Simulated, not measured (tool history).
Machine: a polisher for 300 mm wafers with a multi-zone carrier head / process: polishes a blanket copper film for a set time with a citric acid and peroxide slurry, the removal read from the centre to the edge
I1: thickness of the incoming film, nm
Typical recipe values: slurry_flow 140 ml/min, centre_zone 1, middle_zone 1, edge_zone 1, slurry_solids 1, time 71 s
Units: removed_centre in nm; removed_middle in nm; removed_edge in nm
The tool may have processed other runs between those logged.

{"run": 1, "hour": 0.0, "slurry_flow": 140, "centre_zone": 0.89, "middle_zone": 0.92, "edge_zone": 1, "slurry_solids": 0.85, "time": 71, "I1": 667.4, "removed_centre": 212.5, "removed_middle": 220.3, "removed_edge": 238.4}
{"run": 2, "hour": 36.6, "slurry_flow": 190, "centre_zone": 1, "middle_zone": 1, "edge_zone": 1, "slurry_solids": 1, "time": 61, "I1": 669.4, "removed_centre": 221.2, "removed_middle": 217.4, "removed_edge": 216}
{"run": 3, "hour": 104.4, "slurry_flow": 140, "centre_zone": 1, "middle_zone": 1, "edge_zone": 1, "slurry_solids": 1, "time": 71, "I1": 671.9, "removed_centre": 249.4, "removed_middle": 244, "removed_edge": 253.5}
{"run": 4, "hour": 142.6, "slurry_flow": 140, "centre_zone": 1, "middle_zone": 1, "edge_zone": 1, "slurry_solids": 1, "time": 71, "I1": 668.9, "removed_centre": 252.9, "removed_middle": 243.2, "removed_edge": 251.9}
{"run": 5, "hour": 205.4, "slurry_flow": 140, "centre_zone": 1, "middle_zone": 1, "edge_zone": 1, "slurry_solids": 1, "time": 71, "I1": 665.3, "removed_centre": 244.6, "removed_middle": 240.8, "removed_edge": 246}
{"run": 6, "hour": 230.7, "slurry_flow": 140, "centre_zone": 0.93, "middle_zone": 1, "edge_zone": 1.12, "slurry_solids": 0.9, "time": 60, "I1": 662.2, "removed_centre": 187.4, "removed_middle": 198.1, "removed_edge": 215.9}
{"hour": 281.6, "done": "worn pad replaced by a new one"}
{"run": 7, "hour": 285.7, "slurry_flow": 140, "centre_zone": 1, "middle_zone": 1, "edge_zone": 1, "slurry_solids": 1, "time": 71, "I1": 667.4, "removed_centre": 251, "removed_middle": 239.4, "removed_edge": 248.3}
{"hour": 299.5, "done": "edge zone pressure recalibrated"}
{"run": 8, "hour": 323.0, "slurry_flow": 140, "centre_zone": 1, "middle_zone": 1.05, "edge_zone": 1, "slurry_solids": 0.9, "time": 71, "I1": 679.1, "removed_centre": 240.6, "removed_middle": 247.6, "removed_edge": 242.2}
{"run": 9, "hour": 358.0, "slurry_flow": 140, "centre_zone": 1.05, "middle_zone": 0.97, "edge_zone": 1, "slurry_solids": 1, "time": 71, "I1": 670.1, "removed_centre": 258.4, "removed_middle": 228.2, "removed_edge": 247}
{"run": 10, "hour": 389.2, "slurry_flow": 95, "centre_zone": 1, "middle_zone": 1, "edge_zone": 1, "slurry_solids": 1, "time": 85, "I1": 672.4, "removed_centre": 269.1, "removed_middle": 275.2, "removed_edge": 279.9}
{"run": 11, "hour": 446.7, "slurry_flow": 160, "centre_zone": 1, "middle_zone": 1, "edge_zone": 1, "slurry_solids": 0.9, "time": 71, "I1": 662.2, "removed_centre": 246.8, "removed_middle": 233.7, "removed_edge": 241.8}
{"run": 12, "hour": 481.7, "slurry_flow": 180, "centre_zone": 1, "middle_zone": 1, "edge_zone": 0.94, "slurry_solids": 0.85, "time": 55, "I1": 677.4, "removed_centre": 187.2, "removed_middle": 185.5, "removed_edge": 180.4}
{"run": 13, "hour": 514.1, "slurry_flow": 100, "centre_zone": 1, "middle_zone": 1.05, "edge_zone": 1, "slurry_solids": 1.1, "time": 86, "I1": 659.2, "removed_centre": 284, "removed_middle": 289, "removed_edge": 288.3}
{"run": 14, "hour": 546.2, "slurry_flow": 105, "centre_zone": 0.95, "middle_zone": 1, "edge_zone": 1, "slurry_solids": 1, "time": 71, "I1": 682.2, "removed_centre": 213.3, "removed_middle": 223.4, "removed_edge": 235.4}
{"hour": 572.5, "done": "slurry nozzle cleaned"}
{"run": 15, "hour": 605.5, "slurry_flow": 140, "centre_zone": 1, "middle_zone": 1, "edge_zone": 0.96, "slurry_solids": 1, "time": 81, "I1": 659.4, "removed_centre": 283.1, "removed_middle": 282.6, "removed_edge": 283.6}
{"run": 16, "hour": 668.4, "slurry_flow": 140, "centre_zone": 1, "middle_zone": 1, "edge_zone": 1, "slurry_solids": 1, "time": 71, "I1": 675.7, "removed_centre": 250.2, "removed_middle": 247.5, "removed_edge": 244.6}
{"run": 17, "hour": 707.1, "slurry_flow": 140, "centre_zone": 1, "middle_zone": 1, "edge_zone": 1.03, "slurry_solids": 1, "time": 86, "I1": 678.9, "removed_centre": 304.6, "removed_middle": 294.1, "removed_edge": 306.5}
{"run": 18, "hour": 765.8, "slurry_flow": 140, "centre_zone": 1, "middle_zone": 0.95, "edge_zone": 1, "slurry_solids": 1, "time": 71, "I1": 665, "removed_centre": 252.3, "removed_middle": 237, "removed_edge": 248.6}
{"hour": 784.7, "done": "edge zone pressure recalibrated"}
{"run": 19, "hour": 794.9, "slurry_flow": 140, "centre_zone": 1, "middle_zone": 1, "edge_zone": 1, "slurry_solids": 1, "time": 71, "I1": 672.4, "removed_centre": 246.3, "removed_middle": 246, "removed_edge": 248.5}
{"run": 20, "hour": 836.1, "slurry_flow": 140, "centre_zone": 1, "middle_zone": 1, "edge_zone": 1, "slurry_solids": 1, "time": 71, "I1": 671.1, "removed_centre": 248.6, "removed_middle": 245.8, "removed_edge": 247.1}
{"hour": 844.7, "done": "worn pad replaced by a new one"}
{"run": 21, "hour": 885.8, "slurry_flow": 140, "centre_zone": 1, "middle_zone": 1, "edge_zone": 0.9, "slurry_solids": 1, "time": 71, "I1": 681.7, "removed_centre": 248.2, "removed_middle": 240.8, "removed_edge": 234.9}
{"run": 22, "hour": 923.5, "slurry_flow": 185, "centre_zone": 1, "middle_zone": 0.9, "edge_zone": 1, "slurry_solids": 1, "time": 95, "I1": 674.5, "removed_centre": 348.4, "removed_middle": 306.2, "removed_edge": 342.8}

3 options for the next run, each taken on its own from the tool as it stands now. Forecast them:
{"run": "A", "hour": 923.9, "slurry_flow": 140, "centre_zone": 1, "middle_zone": 1, "edge_zone": 1, "slurry_solids": 1, "time": 71, "I1": 672.9, "removed_centre": "?", "removed_middle": "?", "removed_edge": "?"}
{"run": "B", "hour": 923.9, "slurry_flow": 100, "centre_zone": 0.94, "middle_zone": 1.06, "edge_zone": 1, "slurry_solids": 0.9, "time": 71, "I1": 672.9, "removed_centre": "?", "removed_middle": "?", "removed_edge": "?"}
{"run": "C", "hour": 923.9, "slurry_flow": 105, "centre_zone": 1, "middle_zone": 0.96, "edge_zone": 1, "slurry_solids": 1, "time": 71, "I1": 672.9, "removed_centre": "?", "removed_middle": "?", "removed_edge": "?"}

run=A removed_centre=243.7 removed_middle=238.9 removed_edge=244.9
run=B removed_centre=212.6 removed_middle=234.6 removed_edge=231.8
run=C removed_centre=233.1 removed_middle=222.1 removed_edge=238.5
With no hidden state in the tool, these same runs would have given:
run=A removed_centre=248.5 removed_middle=243 removed_edge=247.9
run=B removed_centre=217.7 removed_middle=239.4 removed_edge=235.1
run=C removed_centre=238.5 removed_middle=226.6 removed_edge=241.9
